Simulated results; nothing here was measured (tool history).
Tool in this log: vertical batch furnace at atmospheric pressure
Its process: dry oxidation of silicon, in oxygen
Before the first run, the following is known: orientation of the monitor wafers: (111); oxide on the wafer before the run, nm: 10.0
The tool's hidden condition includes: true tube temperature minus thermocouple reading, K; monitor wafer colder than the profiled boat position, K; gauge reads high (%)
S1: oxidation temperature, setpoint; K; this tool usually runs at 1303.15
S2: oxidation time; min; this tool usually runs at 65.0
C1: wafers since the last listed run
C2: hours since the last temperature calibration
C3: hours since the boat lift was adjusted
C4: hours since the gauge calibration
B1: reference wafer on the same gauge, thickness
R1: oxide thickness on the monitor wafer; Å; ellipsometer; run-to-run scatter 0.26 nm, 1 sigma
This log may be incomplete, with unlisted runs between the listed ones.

run     day       S1    S2    C1      C2      C3     C4      B1      R1
  1   0.000  1296.15  86.5     0  3970.4  2211.1  374.1  103.69  1108.6
  2   2.250  1296.15  86.5   879  4024.4  2265.1  428.1  103.77  1111.3
  3   4.750  1296.15  86.5   977  4084.4  2325.1  488.1  103.76  1115.6
  4   6.596  1317.15  75.5   721  4128.7  2369.4  532.4  103.73  1156.2
  5  10.400  1303.15  65.0  1487  4220.0  2460.7  623.7  103.79   980.9
  6  12.842  1318.15  44.0   954  4278.6  2519.3  682.3  103.71   836.1
  7  14.196  1318.15  44.0   529  4311.1  2551.8  714.8  103.64   837.2
  8  15.883  1318.15  44.0   659  4351.6  2592.3  755.3  103.78   836.0
  9  18.667  1289.15  65.0  1088  4418.4  2659.1  822.1  103.75   895.3
 10  20.442  1289.15  65.0   693  4461.0  2701.7  864.7  103.78   898.9
     24.867  -- boat lift adjusted
 11  24.888  1289.15  65.0  1347  4567.7     0.5  971.4  103.72   902.7
     25.233  -- gauge calibrated
 12  27.317  1303.15  65.0   949  4626.0    58.8   50.0  103.74   979.9
     28.367  -- thermocouples replaced and temperature profile calibrated
 13  28.700  1303.15  65.0   149     8.0    92.0   83.2  103.63   953.2
 14  31.421  1317.15  75.5  1063    73.3   157.3  148.5  103.78  1133.8
 15  33.483  1303.15  65.0   806   122.8   206.8  198.0  103.75   953.2
 16  35.129  1290.15  38.5   643   162.3   246.3  237.5  103.65   635.4
 17  36.367  1278.15  38.0   483   192.0   276.0  267.2  103.72   581.5
 18  38.288  1303.15  65.0   750   238.1   322.1  313.3  103.70   956.3
 19  46.221  1327.15  65.0  3101   428.5   512.5  503.7  103.71  1086.4
 20  47.446  1303.15  65.0   478   457.9   541.9  533.1  103.65   955.6
 21  49.775  1303.15  65.0   910   513.8   597.8  589.0  103.60   947.5
 22  50.825  1318.15  44.0   410   539.0   623.0  614.2  103.74   820.4
 23  52.433  1313.15  81.5   628   577.6   661.6  652.8  103.64  1163.2
 24  54.904  1322.15  81.0   966   636.9   720.9  712.1  103.63  1216.1
 25  56.008  1324.15  76.0   431   663.4   747.4  738.6  103.70  1188.2
 26  58.446  1318.15  65.0   952   721.9   805.9  797.1  103.66  1041.0
 27  60.671  1315.15  92.0   869   775.3   859.3  850.5  103.64  1262.3

Alternative continuations, all from the tool just after run 27; predict every row:
  A  60.900  1303.15  65.0  89  780.8  864.8  856.0   ?   ?
  B  60.900  1323.15  52.0  89  780.8  864.8  856.0   ?   ?
  C  60.900  1295.15  44.5  89  780.8  864.8  856.0   ?   ?
  D  60.900  1292.15  75.0  89  780.8  864.8  856.0   ?   ?
  E  60.900  1303.15  44.5  89  780.8  864.8  856.0   ?   ?

run      B1     R1
  A  103.69  954.4
  B  103.69  932.9
  C  103.69  719.3
  D  103.69  974.3
  E  103.69  755.6
Take away the tool's hidden state, keep each run's random variation, and the runs would have read:
run     R1
  A  949.7
  B  928.4
  C  715.5
  D  969.0
  E  751.8

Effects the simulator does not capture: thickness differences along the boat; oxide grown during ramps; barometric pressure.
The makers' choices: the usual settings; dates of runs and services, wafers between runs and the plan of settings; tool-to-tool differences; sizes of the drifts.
